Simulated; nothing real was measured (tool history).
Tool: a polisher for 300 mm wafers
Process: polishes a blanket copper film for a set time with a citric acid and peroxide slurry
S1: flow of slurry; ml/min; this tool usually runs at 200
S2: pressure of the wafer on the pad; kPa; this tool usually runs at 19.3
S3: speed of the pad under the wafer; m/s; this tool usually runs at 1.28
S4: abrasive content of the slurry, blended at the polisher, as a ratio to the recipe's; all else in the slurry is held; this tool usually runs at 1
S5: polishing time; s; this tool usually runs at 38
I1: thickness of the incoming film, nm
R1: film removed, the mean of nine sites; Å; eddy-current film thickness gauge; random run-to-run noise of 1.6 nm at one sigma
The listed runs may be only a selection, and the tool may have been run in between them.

run 1 hour=0 | S1=200 S2=19.3 S3=1.28 S4=1 S5=38 | I1=1215.3 | R1=1142
-- hour=20.5 worn pad replaced by a new one
-- hour=63.6 slurry nozzle cleaned
run 2 hour=74.7 | S1=200 S2=19.3 S3=1.28 S4=1 S5=38 | I1=1245.5 | R1=1142
run 3 hour=169.3 | S1=200 S2=19.3 S3=1.28 S4=1 S5=30 | I1=1229.8 | R1=871
-- hour=228.7 slurry blender recalibrated
run 4 hour=266.7 | S1=200 S2=19.3 S3=1.28 S4=1 S5=38 | I1=1200.7 | R1=1158
run 5 hour=326.6 | S1=200 S2=19.3 S3=1.28 S4=1 S5=38 | I1=1229.9 | R1=1110
-- hour=347.4 worn pad replaced by a new one
-- hour=509.3 head pressure recalibrated
run 6 hour=518.7 | S1=200 S2=19.3 S3=1.6 S4=1 S5=38 | I1=1239 | R1=1244
-- hour=530.4 slurry blender recalibrated
run 7 hour=557 | S1=200 S2=19.3 S3=1.28 S4=1 S5=38 | I1=1221.5 | R1=1144
run 8 hour=643.3 | S1=200 S2=19.3 S3=1.28 S4=1 S5=38 | I1=1228.8 | R1=1137
run 9 hour=694.9 | S1=200 S2=19.3 S3=1.28 S4=1 S5=38 | I1=1235 | R1=1097
-- hour=723.5 worn pad replaced by a new one
-- hour=727.3 slurry nozzle cleaned
run 10 hour=749.4 | S1=200 S2=19.3 S3=1.28 S4=1 S5=38 | I1=1215.7 | R1=1066
run 11 hour=792.1 | S1=200 S2=19.3 S3=1.28 S4=1 S5=38 | I1=1235.5 | R1=1037
-- hour=827.1 slurry blender recalibrated
run 12 hour=859.9 | S1=220 S2=25.5 S3=1 S4=1.25 S5=38 | I1=1218.7 | R1=1286
run 13 hour=900.7 | S1=265 S2=19.3 S3=1.28 S4=1 S5=38 | I1=1240.4 | R1=1180
run 14 hour=998.5 | S1=200 S2=19.3 S3=1.28 S4=1 S5=32 | I1=1215 | R1=923
run 15 hour=1043.4 | S1=220 S2=16.5 S3=1.28 S4=1 S5=49 | I1=1232.9 | R1=1204
-- hour=1083.5 worn pad replaced by a new one
run 16 hour=1093.1 | S1=165 S2=19.3 S3=1.72 S4=0.85 S5=30 | I1=1215.5 | R1=1002
-- hour=1192.2 slurry blender recalibrated
run 17 hour=1192.7 | S1=200 S2=19.3 S3=1.28 S4=1 S5=38 | I1=1235.1 | R1=1169
run 18 hour=1287.1 | S1=260 S2=19.3 S3=1.28 S4=1.25 S5=38 | I1=1250.2 | R1=1255
run 19 hour=1374.3 | S1=140 S2=14.5 S3=1.28 S4=0.7 S5=38 | I1=1206.8 | R1=708
-- hour=1434.1 worn pad replaced by a new one
run 20 hour=1463.1 | S1=200 S2=19.3 S3=1.28 S4=1 S5=38 | I1=1253.3 | R1=1041
run 21 hour=1525.4 | S1=200 S2=19.3 S3=1.28 S4=1 S5=38 | I1=1253.4 | R1=1030
-- hour=1536.4 slurry nozzle cleaned
-- hour=1569.4 slurry blender recalibrated
run 22 hour=1590.8 | S1=200 S2=19.3 S3=1.28 S4=1 S5=38 | I1=1234.3 | R1=1169
run 23 hour=1657.9 | S1=165 S2=23.4 S3=1.28 S4=0.8 S5=33 | I1=1229.4 | R1=1108

Below are 5 alternative next runs, each starting from the tool's condition after run 23. Predict each:
run A hour=1658.3 | S1=200 S2=19.3 S3=1.28 S4=1 S5=38 | I1=1225.2 | R1=?
run B hour=1658.3 | S1=200 S2=21.4 S3=1.28 S4=1 S5=38 | I1=1225.2 | R1=?
run C hour=1658.3 | S1=245 S2=23.4 S3=1.28 S4=1.3 S5=33 | I1=1225.2 | R1=?
run D hour=1658.3 | S1=200 S2=24.8 S3=1.28 S4=0.8 S5=38 | I1=1225.2 | R1=?
run E hour=1658.3 | S1=200 S2=12.4 S3=1.28 S4=1 S5=38 | I1=1225.2 | R1=?

run=A R1=1139
run=B R1=1259
run=C R1=1317
run=D R1=1361
run=E R1=741
What these runs would have given with no unlogged condition in the tool:
run=A R1=1181
run=B R1=1305
run=C R1=1368
run=D R1=1409
run=E R1=768

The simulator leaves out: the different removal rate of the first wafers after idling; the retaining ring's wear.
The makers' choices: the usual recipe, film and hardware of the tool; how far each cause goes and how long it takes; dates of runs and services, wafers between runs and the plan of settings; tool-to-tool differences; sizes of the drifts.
